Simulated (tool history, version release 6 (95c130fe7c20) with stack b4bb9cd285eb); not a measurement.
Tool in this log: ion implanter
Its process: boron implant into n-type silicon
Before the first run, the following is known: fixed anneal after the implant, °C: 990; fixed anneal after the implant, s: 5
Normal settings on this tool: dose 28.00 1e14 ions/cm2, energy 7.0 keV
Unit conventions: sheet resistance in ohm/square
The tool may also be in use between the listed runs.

| run | day | dose | energy | read-back reference wafer on the same gauge, sheet resistance | sheet resistance |
|---|---|---|---|---|---|
| 1 | 0.000 | 28.00 | 7.5 | 139.09 | 123.87 |
|  | 0.279 | gauge calibrated |
| 2 | 1.217 | 28.00 | 7.5 | 138.97 | 123.70 |
| 3 | 2.088 | 28.00 | 6.0 | 139.14 | 141.88 |
| 4 | 2.721 | 28.00 | 6.0 | 139.05 | 141.72 |
| 5 | 3.225 | 28.00 | 7.0 | 139.02 | 128.98 |
| 6 | 4.333 | 28.00 | 7.0 | 138.91 | 129.11 |
| 7 | 4.900 | 28.00 | 7.0 | 139.01 | 129.12 |
| 8 | 5.450 | 28.00 | 7.0 | 138.90 | 128.77 |
| 9 | 6.567 | 28.00 | 7.0 | 138.94 | 128.80 |
| 10 | 7.262 | 28.00 | 7.0 | 138.99 | 128.96 |
| 11 | 8.612 | 28.00 | 7.0 | 138.99 | 128.96 |
| 12 | 10.000 | 28.00 | 7.0 | 139.04 | 129.07 |
| 13 | 10.854 | 28.00 | 7.0 | 138.93 | 128.94 |
| 14 | 12.158 | 28.00 | 7.0 | 139.00 | 128.80 |
| 15 | 13.579 | 28.00 | 7.0 | 138.98 | 128.80 |
|  | 14.225 | Faraday cup replaced and dose calibrated |
| 16 | 14.988 | 28.00 | 5.5 | 139.08 | 149.94 |
| 17 | 15.842 | 25.90 | 7.0 | 139.01 | 131.28 |
| 18 | 16.796 | 28.00 | 7.0 | 139.03 | 129.17 |
| 19 | 17.908 | 28.00 | 7.0 | 139.08 | 129.31 |
| 20 | 19.100 | 25.66 | 8.0 | 139.05 | 120.70 |
| 21 | 20.304 | 30.98 | 6.0 | 139.09 | 139.95 |
| 22 | 20.933 | 35.57 | 9.0 | 138.97 | 107.07 |
| 23 | 22.075 | 32.18 | 8.0 | 138.98 | 116.81 |
| 24 | 22.883 | 30.68 | 6.5 | 138.96 | 133.48 |
|  | 22.904 | gauge calibrated |
| 25 | 24.021 | 30.59 | 8.0 | 139.02 | 117.80 |
| 26 | 24.950 | 23.75 | 7.0 | 138.93 | 132.28 |
| 27 | 25.975 | 28.00 | 7.5 | 138.87 | 123.96 |
|  | 26.896 | extraction supply calibrated |
| 28 | 27.321 | 21.26 | 6.0 | 139.03 | 147.46 |
| 29 | 27.921 | 28.00 | 7.0 | 138.91 | 129.20 |
| 30 | 29.142 | 23.76 | 9.0 | 139.06 | 113.86 |

Run 31 comes next. What will it give?
| 31 | 29.850 | 23.45 | 6.5 | ? | ? |

Run 31 gave read-back reference wafer on the same gauge, sheet resistance 139.02, sheet resistance 138.81 ohm/square.
If the tool had no hidden condition, the same run with the same run-to-run variation would have returned sheet resistance 138.96 ohm/square.
